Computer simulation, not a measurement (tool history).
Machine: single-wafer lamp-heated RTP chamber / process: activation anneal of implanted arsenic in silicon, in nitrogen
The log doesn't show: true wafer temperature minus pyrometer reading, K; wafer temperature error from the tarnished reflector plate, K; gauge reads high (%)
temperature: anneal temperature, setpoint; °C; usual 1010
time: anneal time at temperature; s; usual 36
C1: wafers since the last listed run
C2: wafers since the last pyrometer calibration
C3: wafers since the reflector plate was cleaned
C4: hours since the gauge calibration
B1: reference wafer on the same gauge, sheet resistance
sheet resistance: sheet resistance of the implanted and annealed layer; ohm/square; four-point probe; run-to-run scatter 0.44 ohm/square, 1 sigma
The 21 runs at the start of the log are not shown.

-- hour=533.1 reflector plate cleaned
run 22 hour=541.9 | temperature=1010 time=36 | C1=117 C2=4190 C3=83 C4=131.9 | B1=136.94 | sheet_resistance=161.25
-- hour=551.9 pyrometer window cleaned and pyrometer calibrated
run 23 hour=574.0 | temperature=1010 time=36 | C1=230 C2=211 C3=314 C4=164.0 | B1=136.97 | sheet_resistance=162.46
run 24 hour=613.4 | temperature=1036 time=36 | C1=377 C2=588 C3=691 C4=203.4 | B1=137.04 | sheet_resistance=156.90
run 25 hour=633.9 | temperature=1010 time=29 | C1=196 C2=785 C3=887 C4=223.9 | B1=136.88 | sheet_resistance=163.85
run 26 hour=660.1 | temperature=1036 time=55 | C1=250 C2=1036 C3=1138 C4=250.1 | B1=136.99 | sheet_resistance=153.86
run 27 hour=681.8 | temperature=998 time=23 | C1=207 C2=1243 C3=1346 C4=271.8 | B1=136.96 | sheet_resistance=166.80
run 28 hour=703.3 | temperature=1010 time=36 | C1=205 C2=1449 C3=1552 C4=293.3 | B1=136.98 | sheet_resistance=161.54
run 29 hour=724.3 | temperature=998 time=43 | C1=201 C2=1650 C3=1753 C4=314.3 | B1=136.98 | sheet_resistance=162.12
run 30 hour=737.7 | temperature=992 time=27 | C1=128 C2=1778 C3=1881 C4=327.7 | B1=137.08 | sheet_resistance=167.39
run 31 hour=816.2 | temperature=983 time=36 | C1=751 C2=2530 C3=2633 C4=406.2 | B1=137.05 | sheet_resistance=166.12
run 32 hour=849.6 | temperature=1036 time=36 | C1=319 C2=2850 C3=2952 C4=439.6 | B1=137.06 | sheet_resistance=156.04
run 33 hour=941.7 | temperature=996 time=21 | C1=881 C2=3731 C3=3834 C4=531.7 | B1=137.06 | sheet_resistance=166.43
run 34 hour=969.9 | temperature=996 time=50 | C1=269 C2=4001 C3=4104 C4=559.9 | B1=137.03 | sheet_resistance=160.28
run 35 hour=987.7 | temperature=986 time=36 | C1=170 C2=4172 C3=4274 C4=577.7 | B1=137.02 | sheet_resistance=164.77

Here are 5 independent what-if runs from the current tool condition. What would each one return?
run A hour=988.1 | temperature=1010 time=36 | C1=3 C2=4175 C3=4278 C4=578.1 | B1=? | sheet_resistance=?
run B hour=988.1 | temperature=1010 time=52 | C1=3 C2=4175 C3=4278 C4=578.1 | B1=? | sheet_resistance=?
run C hour=988.1 | temperature=988 time=36 | C1=3 C2=4175 C3=4278 C4=578.1 | B1=? | sheet_resistance=?
run D hour=988.1 | temperature=1028 time=22 | C1=3 C2=4175 C3=4278 C4=578.1 | B1=? | sheet_resistance=?
run E hour=988.1 | temperature=993 time=50 | C1=3 C2=4175 C3=4278 C4=578.1 | B1=? | sheet_resistance=?

run=A B1=136.99 sheet_resistance=161.20
run=B B1=136.99 sheet_resistance=158.24
run=C B1=136.99 sheet_resistance=165.21
run=D B1=136.99 sheet_resistance=161.88
run=E B1=136.99 sheet_resistance=161.76
Stripped of hidden state, with their random variation kept, the same runs would have yielded:
run=A sheet_resistance=163.40
run=B sheet_resistance=160.53
run=C sheet_resistance=167.49
run=D sheet_resistance=163.96
run=E sheet_resistance=164.06

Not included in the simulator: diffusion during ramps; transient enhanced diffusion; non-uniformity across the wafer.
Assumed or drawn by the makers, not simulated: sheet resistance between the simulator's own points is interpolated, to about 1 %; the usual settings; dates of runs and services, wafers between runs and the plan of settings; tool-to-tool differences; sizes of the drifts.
